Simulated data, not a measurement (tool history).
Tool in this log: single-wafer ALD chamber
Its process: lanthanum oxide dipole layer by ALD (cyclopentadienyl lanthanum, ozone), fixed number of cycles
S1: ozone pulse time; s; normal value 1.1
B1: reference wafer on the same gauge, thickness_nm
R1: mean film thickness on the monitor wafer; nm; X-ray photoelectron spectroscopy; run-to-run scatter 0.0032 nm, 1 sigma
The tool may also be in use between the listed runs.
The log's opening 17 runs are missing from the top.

run    hour    S1     B1     R1
      977.3  -- ozone generator serviced
 18   979.3  0.96  0.604  0.508
 19  1048.7   0.9  0.603  0.475
 20    1078  1.21  0.602  0.553
       1137  -- thermocouple changed; heater temperature recalibrated
 21  1137.5  1.31  0.605  0.563
 22  1178.9  1.47  0.605  0.579
 23    1248  1.36  0.603  0.567
 24  1278.6  1.52  0.603  0.582
     1296.1  -- showerhead replaced
 25  1348.1  0.84  0.603   0.43
 26  1408.8   1.1  0.603  0.517
 27  1454.1  1.26  0.605  0.546
       1482  -- gauge calibrated
 28  1519.2   1.1  0.603  0.513
 29  1579.9   1.4  0.603  0.571
 30  1618.6   1.1  0.602  0.514
     1765.5  -- ozone generator serviced
 31  1820.2  1.42  0.603  0.585
 32  1878.4   1.1  0.604  0.534
 33  1932.5  0.82  0.604  0.436
 34  1976.7   1.1  0.605  0.532

4 options for the next run, each taken on its own from the tool as it stands now. Forecast them:
  A  1977.1  1.27   ?   ?
  B  1977.1  1.44   ?   ?
  C  1977.1  0.71   ?   ?
  D  1977.1  1.54   ?   ?

run     B1     R1
  A  0.602  0.566
  B  0.602  0.585
  C  0.602  0.371
  D  0.602  0.593
What these runs would have given with no unlogged condition in the tool:
run     R1
  A  0.576
  B  0.592
  C  0.391
  D  0.599
